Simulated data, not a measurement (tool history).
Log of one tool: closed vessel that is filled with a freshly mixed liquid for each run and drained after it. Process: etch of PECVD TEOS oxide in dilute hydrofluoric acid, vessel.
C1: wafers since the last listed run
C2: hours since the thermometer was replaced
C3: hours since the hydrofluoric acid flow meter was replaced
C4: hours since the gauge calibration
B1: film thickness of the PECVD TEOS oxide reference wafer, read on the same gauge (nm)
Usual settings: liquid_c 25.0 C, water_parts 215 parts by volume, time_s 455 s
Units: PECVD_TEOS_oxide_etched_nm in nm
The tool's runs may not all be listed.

run 1 hour=0.0 | liquid_c=25.0 water_parts=215 time_s=455 | C1=0 C2=1445.8 C3=326.1 C4=230.8 | B1=120.00 | PECVD_TEOS_oxide_etched_nm=26.23
run 2 hour=64.7 | liquid_c=25.0 water_parts=215 time_s=455 | C1=5924 C2=1510.5 C3=390.8 C4=295.5 | B1=120.01 | PECVD_TEOS_oxide_etched_nm=26.21
run 3 hour=163.4 | liquid_c=25.0 water_parts=215 time_s=455 | C1=9038 C2=1609.2 C3=489.5 C4=394.2 | B1=119.98 | PECVD_TEOS_oxide_etched_nm=25.90
run 4 hour=252.1 | liquid_c=25.0 water_parts=215 time_s=455 | C1=8122 C2=1697.9 C3=578.2 C4=482.9 | B1=119.99 | PECVD_TEOS_oxide_etched_nm=25.64
run 5 hour=306.1 | liquid_c=26.5 water_parts=190 time_s=455 | C1=4944 C2=1751.9 C3=632.2 C4=536.9 | B1=120.01 | PECVD_TEOS_oxide_etched_nm=31.17
run 6 hour=354.0 | liquid_c=25.0 water_parts=215 time_s=455 | C1=4386 C2=1799.8 C3=680.1 C4=584.8 | B1=120.00 | PECVD_TEOS_oxide_etched_nm=25.36
run 7 hour=400.2 | liquid_c=25.0 water_parts=215 time_s=455 | C1=4230 C2=1846.0 C3=726.3 C4=631.0 | B1=120.00 | PECVD_TEOS_oxide_etched_nm=25.28
-- hour=459.0 thermometer replaced
run 8 hour=459.5 | liquid_c=25.0 water_parts=215 time_s=455 | C1=5338 C2=0.5 C3=785.6 C4=690.3 | B1=120.01 | PECVD_TEOS_oxide_etched_nm=28.08
run 9 hour=503.3 | liquid_c=25.0 water_parts=215 time_s=455 | C1=4010 C2=44.3 C3=829.4 C4=734.1 | B1=120.03 | PECVD_TEOS_oxide_etched_nm=27.75
run 10 hour=545.1 | liquid_c=25.0 water_parts=215 time_s=455 | C1=3827 C2=86.1 C3=871.2 C4=775.9 | B1=119.98 | PECVD_TEOS_oxide_etched_nm=27.68
run 11 hour=609.6 | liquid_c=21.0 water_parts=215 time_s=455 | C1=5906 C2=150.6 C3=935.7 C4=840.4 | B1=120.01 | PECVD_TEOS_oxide_etched_nm=23.52
run 12 hour=663.3 | liquid_c=22.5 water_parts=265 time_s=700 | C1=4917 C2=204.3 C3=989.4 C4=894.1 | B1=120.01 | PECVD_TEOS_oxide_etched_nm=29.77
run 13 hour=740.9 | liquid_c=27.0 water_parts=295 time_s=295 | C1=7106 C2=281.9 C3=1067.0 C4=971.7 | B1=120.00 | PECVD_TEOS_oxide_etched_nm=12.63
run 14 hour=781.6 | liquid_c=25.0 water_parts=215 time_s=455 | C1=3726 C2=322.6 C3=1107.7 C4=1012.4 | B1=119.97 | PECVD_TEOS_oxide_etched_nm=26.89
-- hour=827.3 hydrofluoric acid flow meter replaced
-- hour=861.3 gauge calibrated
run 15 hour=875.3 | liquid_c=25.0 water_parts=270 time_s=635 | C1=8488 C2=416.3 C3=48.0 C4=14.0 | B1=119.98 | PECVD_TEOS_oxide_etched_nm=29.74
run 16 hour=953.9 | liquid_c=25.0 water_parts=215 time_s=455 | C1=7197 C2=494.9 C3=126.6 C4=92.6 | B1=119.98 | PECVD_TEOS_oxide_etched_nm=27.98
run 17 hour=991.2 | liquid_c=25.0 water_parts=300 time_s=455 | C1=3415 C2=532.2 C3=163.9 C4=129.9 | B1=120.01 | PECVD_TEOS_oxide_etched_nm=18.12
run 18 hour=1055.2 | liquid_c=25.0 water_parts=305 time_s=455 | C1=5860 C2=596.2 C3=227.9 C4=193.9 | B1=119.97 | PECVD_TEOS_oxide_etched_nm=17.88
run 19 hour=1142.8 | liquid_c=29.0 water_parts=305 time_s=455 | C1=8021 C2=683.8 C3=315.5 C4=281.5 | B1=120.01 | PECVD_TEOS_oxide_etched_nm=19.87

Forecast each of these 5 alternatives for the next run:
run A hour=1143.6 | liquid_c=25.0 water_parts=215 time_s=670 | C1=73 C2=684.6 C3=316.3 C4=282.3 | B1=? | PECVD_TEOS_oxide_etched_nm=?
run B hour=1143.6 | liquid_c=25.0 water_parts=290 time_s=455 | C1=73 C2=684.6 C3=316.3 C4=282.3 | B1=? | PECVD_TEOS_oxide_etched_nm=?
run C hour=1143.6 | liquid_c=23.5 water_parts=245 time_s=455 | C1=73 C2=684.6 C3=316.3 C4=282.3 | B1=? | PECVD_TEOS_oxide_etched_nm=?
run D hour=1143.6 | liquid_c=28.0 water_parts=295 time_s=455 | C1=73 C2=684.6 C3=316.3 C4=282.3 | B1=? | PECVD_TEOS_oxide_etched_nm=?
run E hour=1143.6 | liquid_c=22.0 water_parts=125 time_s=215 | C1=73 C2=684.6 C3=316.3 C4=282.3 | B1=? | PECVD_TEOS_oxide_etched_nm=?

run=A B1=120.02 PECVD_TEOS_oxide_etched_nm=40.79
run=B B1=120.02 PECVD_TEOS_oxide_etched_nm=19.02
run=C B1=120.02 PECVD_TEOS_oxide_etched_nm=22.31
run=D B1=120.02 PECVD_TEOS_oxide_etched_nm=20.62
run=E B1=120.02 PECVD_TEOS_oxide_etched_nm=22.11
Without the tool's hidden state the same runs would have given:
run=A PECVD_TEOS_oxide_etched_nm=43.56
run=B PECVD_TEOS_oxide_etched_nm=20.29
run=C PECVD_TEOS_oxide_etched_nm=23.83
run=D PECVD_TEOS_oxide_etched_nm=21.96
run=E PECVD_TEOS_oxide_etched_nm=23.70

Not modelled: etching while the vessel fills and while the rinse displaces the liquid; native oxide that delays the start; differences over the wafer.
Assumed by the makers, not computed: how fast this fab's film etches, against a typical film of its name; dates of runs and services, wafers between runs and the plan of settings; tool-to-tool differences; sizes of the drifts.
